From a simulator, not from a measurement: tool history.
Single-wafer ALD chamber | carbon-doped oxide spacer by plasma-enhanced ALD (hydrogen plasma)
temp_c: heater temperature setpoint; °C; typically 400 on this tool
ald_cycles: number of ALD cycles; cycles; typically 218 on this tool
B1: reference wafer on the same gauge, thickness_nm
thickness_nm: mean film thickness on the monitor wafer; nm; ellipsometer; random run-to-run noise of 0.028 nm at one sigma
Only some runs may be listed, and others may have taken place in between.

Run 1, hour 0.0: usual settings; B1 9.897. Result: thickness_nm 11.228 nm.
Run 2, hour 82.2: usual settings; B1 9.896. Result: thickness_nm 11.193 nm.
Run 3, hour 172.9: usual settings but ald_cycles 206 cycles; B1 9.903. Result: thickness_nm 10.560 nm.
Run 4, hour 227.9: usual settings but ald_cycles 206 cycles; B1 9.905. Result: thickness_nm 10.542 nm.
Run 5, hour 293.3: usual settings but ald_cycles 206 cycles; B1 9.902. Result: thickness_nm 10.558 nm.
Run 6, hour 374.6: usual settings but temp_c 404 °C; B1 9.899. Result: thickness_nm 11.024 nm.
Run 7, hour 415.4: usual settings; B1 9.895. Result: thickness_nm 11.156 nm.
Run 8, hour 466.1: usual settings; B1 9.903. Result: thickness_nm 11.169 nm.
At hour 515.7: thermocouple changed; heater temperature recalibrated.
At hour 563.4: gauge calibrated.
Run 9, hour 593.2: usual settings; B1 9.912. Result: thickness_nm 11.314 nm.
Run 10, hour 637.3: usual settings but temp_c 406 °C, ald_cycles 204 cycles; B1 9.904. Result: thickness_nm 10.423 nm.
Run 11, hour 723.4: usual settings but ald_cycles 236 cycles; B1 9.897. Result: thickness_nm 12.361 nm.
Run 12, hour 847.1: usual settings but ald_cycles 233 cycles; B1 9.903. Result: thickness_nm 12.139 nm.
Run 13, hour 931.8: usual settings but temp_c 392 °C; B1 9.892. Result: thickness_nm 11.350 nm.
Run 14, hour 1031.4: usual settings; B1 9.910. Result: thickness_nm 11.356 nm.
Run 15, hour 1119.6: usual settings but temp_c 406 °C, ald_cycles 204 cycles; B1 9.896. Result: thickness_nm 10.350 nm.
Run 16, hour 1168.6: usual settings but temp_c 407 °C; B1 9.894. Result: thickness_nm 11.029 nm.
Run 17, hour 1253.3: usual settings but temp_c 405 °C, ald_cycles 202 cycles; B1 9.893. Result: thickness_nm 10.352 nm.
Run 18, hour 1296.1: usual settings but ald_cycles 260 cycles; B1 9.904. Result: thickness_nm 13.465 nm.

A few steps of thickness_nm between consecutive runs. Split each: what settings, incoming material and random variation would produce without the hidden state, and what is left over for the hidden state, along with gauge scatter present in only one of the two compared results (measured, and without hidden state):
The tool's hidden condition here consists of: wafer temperature above the value expected at the setpoint (K); gauge reads high (%).
Run 8 -> 9: thermocouple changed; heater temperature recalibrated, gauge calibrated. thickness_nm +0.145 nm: hidden state +0.220, all else -0.075.
Run 17 -> 18: temp_c 405 -> 400, ald_cycles 202 -> 260. thickness_nm +3.113 nm: hidden state -0.020, all else +3.133.
